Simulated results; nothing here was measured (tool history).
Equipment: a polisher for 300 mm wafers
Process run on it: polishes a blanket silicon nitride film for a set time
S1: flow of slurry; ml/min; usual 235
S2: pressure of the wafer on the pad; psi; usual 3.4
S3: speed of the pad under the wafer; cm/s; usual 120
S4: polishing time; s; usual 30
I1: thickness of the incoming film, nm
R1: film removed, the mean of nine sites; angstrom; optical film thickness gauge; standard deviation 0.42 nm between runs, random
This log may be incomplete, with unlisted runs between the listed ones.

run 1 hour=0.0 | S1=235 S2=3.4 S3=120 S4=35 | I1=955.1 | R1=779
run 2 hour=68.9 | S1=235 S2=3.4 S3=120 S4=35 | I1=951.7 | R1=773
run 3 hour=120.6 | S1=235 S2=3.4 S3=120 S4=35 | I1=976.4 | R1=772
run 4 hour=161.1 | S1=235 S2=3.4 S3=120 S4=30 | I1=972.0 | R1=662
-- hour=165.6 worn pad replaced by a new one
run 5 hour=185.6 | S1=235 S2=3.4 S3=120 S4=30 | I1=967.5 | R1=654
run 6 hour=258.4 | S1=235 S2=3.4 S3=120 S4=30 | I1=947.2 | R1=654
run 7 hour=310.4 | S1=235 S2=3.8 S3=120 S4=30 | I1=966.2 | R1=724
-- hour=334.6 worn pad replaced by a new one
run 8 hour=380.5 | S1=235 S2=3.8 S3=120 S4=30 | I1=966.4 | R1=713
run 9 hour=528.3 | S1=170 S2=3.4 S3=152 S4=30 | I1=945.0 | R1=709
-- hour=555.7 worn pad replaced by a new one
run 10 hour=585.6 | S1=235 S2=3.4 S3=120 S4=33 | I1=945.2 | R1=714
-- hour=619.0 slurry nozzle cleaned
run 11 hour=644.5 | S1=235 S2=3.4 S3=152 S4=30 | I1=967.3 | R1=737
run 12 hour=699.6 | S1=235 S2=3.4 S3=120 S4=30 | I1=962.4 | R1=650
run 13 hour=740.4 | S1=235 S2=3.4 S3=120 S4=35 | I1=976.9 | R1=760
-- hour=758.0 head pressure recalibrated
-- hour=775.7 worn pad replaced by a new one
run 14 hour=812.2 | S1=205 S2=2.5 S3=120 S4=39 | I1=958.2 | R1=686

Run 15 comes next. What will it give?
run 15 hour=881.9 | S1=235 S2=4.2 S3=146 S4=30 | I1=964.0 | R1=?

Run 15 measured R1 877 angstrom.
The same run, on a tool lacking any hidden state, would have yielded R1 897 angstrom.

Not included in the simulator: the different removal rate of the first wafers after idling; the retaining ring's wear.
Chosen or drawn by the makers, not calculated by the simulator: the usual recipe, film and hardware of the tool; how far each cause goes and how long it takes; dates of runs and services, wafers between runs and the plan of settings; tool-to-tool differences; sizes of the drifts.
